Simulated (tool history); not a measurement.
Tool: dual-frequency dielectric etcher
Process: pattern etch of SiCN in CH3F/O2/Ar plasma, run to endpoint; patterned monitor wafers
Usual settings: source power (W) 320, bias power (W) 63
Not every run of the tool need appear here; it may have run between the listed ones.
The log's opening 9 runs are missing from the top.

run	hour	source power (W)	bias power (W)	incoming incoming film thickness, nm	endpoint time (s)
10	220.6	320	63	11.33	35.3
11	293.6	320	63	11.51	35.7
12	317.5	320	63	11.43	35.4
13	342.4	360	55	11.39	36.4
14	355.0	260	74	11.57	34.9
15	370.4	380	71	11.39	31.6
16	403.2	320	75	11.45	32.5
17	421.0	360	57	11.27	35.2
18	453.0	390	48	11.40	37.6
19	473.7	320	63	11.48	35.3
20	505.7	260	68	11.33	35.5
# hour 524.9: source power generator calibrated
21	535.3	250	63	11.46	37.6
22	590.1	380	71	11.37	31.2
23	610.9	320	63	11.51	35.2
24	626.1	340	71	11.28	31.9
25	644.7	250	56	11.47	39.6
# hour 650.6: bias power generator calibrated
26	672.7	320	68	11.38	33.4
# hour 701.3: wet clean of the chamber
27	701.8	260	63	11.41	37.8
28	703.5	320	63	11.29	35.3
29	719.2	280	56	11.44	39.3
30	744.5	320	63	11.41	35.7
31	819.3	320	63	11.41	35.3

Run 32, settings as shown, results not yet in. Your forecast:
32	843.3	270	49	11.51	?

endpoint time (s): 42.1
Minus the tool's unlogged condition, the same run would have read endpoint time (s) 42.4.
